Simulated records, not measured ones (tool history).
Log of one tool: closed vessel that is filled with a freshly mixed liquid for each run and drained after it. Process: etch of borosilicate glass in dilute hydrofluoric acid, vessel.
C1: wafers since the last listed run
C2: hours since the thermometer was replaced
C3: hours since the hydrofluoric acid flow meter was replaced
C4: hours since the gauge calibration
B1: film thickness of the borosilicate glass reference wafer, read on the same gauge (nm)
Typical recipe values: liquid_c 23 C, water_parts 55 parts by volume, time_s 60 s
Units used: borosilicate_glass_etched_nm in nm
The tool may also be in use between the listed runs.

{"run": 1, "day": 0.0, "liquid_c": 21.5, "water_parts": 55, "time_s": 45, "C1": 0, "C2": 1718.6, "C3": 353.4, "C4": 271.8, "B1": 29.81, "borosilicate_glass_etched_nm": 20.97}
{"run": 2, "day": 1.696, "liquid_c": 21.5, "water_parts": 55, "time_s": 45, "C1": 4870, "C2": 1759.3, "C3": 394.1, "C4": 312.5, "B1": 29.76, "borosilicate_glass_etched_nm": 21.09}
{"run": 3, "day": 3.438, "liquid_c": 21.5, "water_parts": 55, "time_s": 45, "C1": 5001, "C2": 1801.1, "C3": 435.9, "C4": 354.3, "B1": 29.72, "borosilicate_glass_etched_nm": 20.72}
{"day": 3.692, "done": "hydrofluoric acid flow meter replaced"}
{"run": 4, "day": 4.454, "liquid_c": 23, "water_parts": 40, "time_s": 60, "C1": 2800, "C2": 1825.5, "C3": 18.3, "C4": 378.7, "B1": 29.69, "borosilicate_glass_etched_nm": 41.18}
{"run": 5, "day": 5.479, "liquid_c": 23, "water_parts": 55, "time_s": 75, "C1": 2943, "C2": 1850.1, "C3": 42.9, "C4": 403.3, "B1": 29.66, "borosilicate_glass_etched_nm": 37.22}
{"run": 6, "day": 8.15, "liquid_c": 23, "water_parts": 55, "time_s": 75, "C1": 7670, "C2": 1914.2, "C3": 107, "C4": 467.4, "B1": 29.58, "borosilicate_glass_etched_nm": 36.76}
{"run": 7, "day": 10.333, "liquid_c": 23, "water_parts": 55, "time_s": 75, "C1": 6270, "C2": 1966.6, "C3": 159.4, "C4": 519.8, "B1": 29.51, "borosilicate_glass_etched_nm": 36.91}
{"run": 8, "day": 11.617, "liquid_c": 23, "water_parts": 55, "time_s": 60, "C1": 3685, "C2": 1997.4, "C3": 190.2, "C4": 550.6, "B1": 29.46, "borosilicate_glass_etched_nm": 29.53}
{"run": 9, "day": 14.379, "liquid_c": 23, "water_parts": 55, "time_s": 60, "C1": 7933, "C2": 2063.7, "C3": 256.5, "C4": 616.9, "B1": 29.35, "borosilicate_glass_etched_nm": 29.23}
{"run": 10, "day": 15.758, "liquid_c": 23, "water_parts": 55, "time_s": 75, "C1": 3960, "C2": 2096.8, "C3": 289.6, "C4": 650, "B1": 29.29, "borosilicate_glass_etched_nm": 36.76}
{"run": 11, "day": 18.225, "liquid_c": 23, "water_parts": 55, "time_s": 90, "C1": 7083, "C2": 2156, "C3": 348.8, "C4": 709.2, "B1": 29.17, "borosilicate_glass_etched_nm": 43.56}
{"day": 20.504, "done": "hydrofluoric acid flow meter replaced"}
{"run": 12, "day": 20.929, "liquid_c": 26.5, "water_parts": 75, "time_s": 70, "C1": 7646, "C2": 2220.9, "C3": 10.2, "C4": 774.1, "B1": 29.04, "borosilicate_glass_etched_nm": 27.41}
{"day": 21.142, "done": "gauge calibrated"}
{"run": 13, "day": 22.212, "liquid_c": 23, "water_parts": 55, "time_s": 75, "C1": 3685, "C2": 2251.7, "C3": 41, "C4": 25.7, "B1": 30.05, "borosilicate_glass_etched_nm": 37.61}
{"day": 24.396, "done": "thermometer replaced"}
{"run": 14, "day": 24.808, "liquid_c": 26, "water_parts": 30, "time_s": 30, "C1": 7335, "C2": 9.9, "C3": 103.3, "C4": 88, "B1": 30.03, "borosilicate_glass_etched_nm": 32.26}
{"run": 15, "day": 26.2, "liquid_c": 20.5, "water_parts": 55, "time_s": 60, "C1": 3996, "C2": 43.3, "C3": 136.7, "C4": 121.4, "B1": 30.02, "borosilicate_glass_etched_nm": 27.1}
{"run": 16, "day": 28.592, "liquid_c": 27.5, "water_parts": 55, "time_s": 60, "C1": 6868, "C2": 100.7, "C3": 194.1, "C4": 178.8, "B1": 29.99, "borosilicate_glass_etched_nm": 36.17}
{"run": 17, "day": 30.679, "liquid_c": 23, "water_parts": 45, "time_s": 40, "C1": 5995, "C2": 150.8, "C3": 244.2, "C4": 228.9, "B1": 29.98, "borosilicate_glass_etched_nm": 24.54}
{"run": 18, "day": 32.271, "liquid_c": 25.5, "water_parts": 75, "time_s": 35, "C1": 4571, "C2": 189, "C3": 282.4, "C4": 267.1, "B1": 29.93, "borosilicate_glass_etched_nm": 13.64}
{"run": 19, "day": 34.604, "liquid_c": 23, "water_parts": 55, "time_s": 75, "C1": 6701, "C2": 245, "C3": 338.4, "C4": 323.1, "B1": 29.89, "borosilicate_glass_etched_nm": 37.29}

What if the next run were any one of these 5? Each begins from the tool's condition after run 19:
{"run": "A", "day": 34.633, "liquid_c": 23, "water_parts": 35, "time_s": 60, "C1": 83, "C2": 245.7, "C3": 339.1, "C4": 323.8, "B1": "?", "borosilicate_glass_etched_nm": "?"}
{"run": "B", "day": 34.633, "liquid_c": 20, "water_parts": 45, "time_s": 90, "C1": 83, "C2": 245.7, "C3": 339.1, "C4": 323.8, "B1": "?", "borosilicate_glass_etched_nm": "?"}
{"run": "C", "day": 34.633, "liquid_c": 27.5, "water_parts": 80, "time_s": 60, "C1": 83, "C2": 245.7, "C3": 339.1, "C4": 323.8, "B1": "?", "borosilicate_glass_etched_nm": "?"}
{"run": "D", "day": 34.633, "liquid_c": 27, "water_parts": 55, "time_s": 50, "C1": 83, "C2": 245.7, "C3": 339.1, "C4": 323.8, "B1": "?", "borosilicate_glass_etched_nm": "?"}
{"run": "E", "day": 34.633, "liquid_c": 20.5, "water_parts": 80, "time_s": 45, "C1": 83, "C2": 245.7, "C3": 339.1, "C4": 323.8, "B1": "?", "borosilicate_glass_etched_nm": "?"}

run=A B1=29.89 borosilicate_glass_etched_nm=48.62
run=B B1=29.89 borosilicate_glass_etched_nm=49.34
run=C B1=29.89 borosilicate_glass_etched_nm=24.02
run=D B1=29.89 borosilicate_glass_etched_nm=29.56
run=E B1=29.89 borosilicate_glass_etched_nm=13.59
Take away the tool's hidden state, keep each run's random variation, and the runs would have read:
run=A borosilicate_glass_etched_nm=48.81
run=B borosilicate_glass_etched_nm=49.53
run=C borosilicate_glass_etched_nm=24.11
run=D borosilicate_glass_etched_nm=29.67
run=E borosilicate_glass_etched_nm=13.65
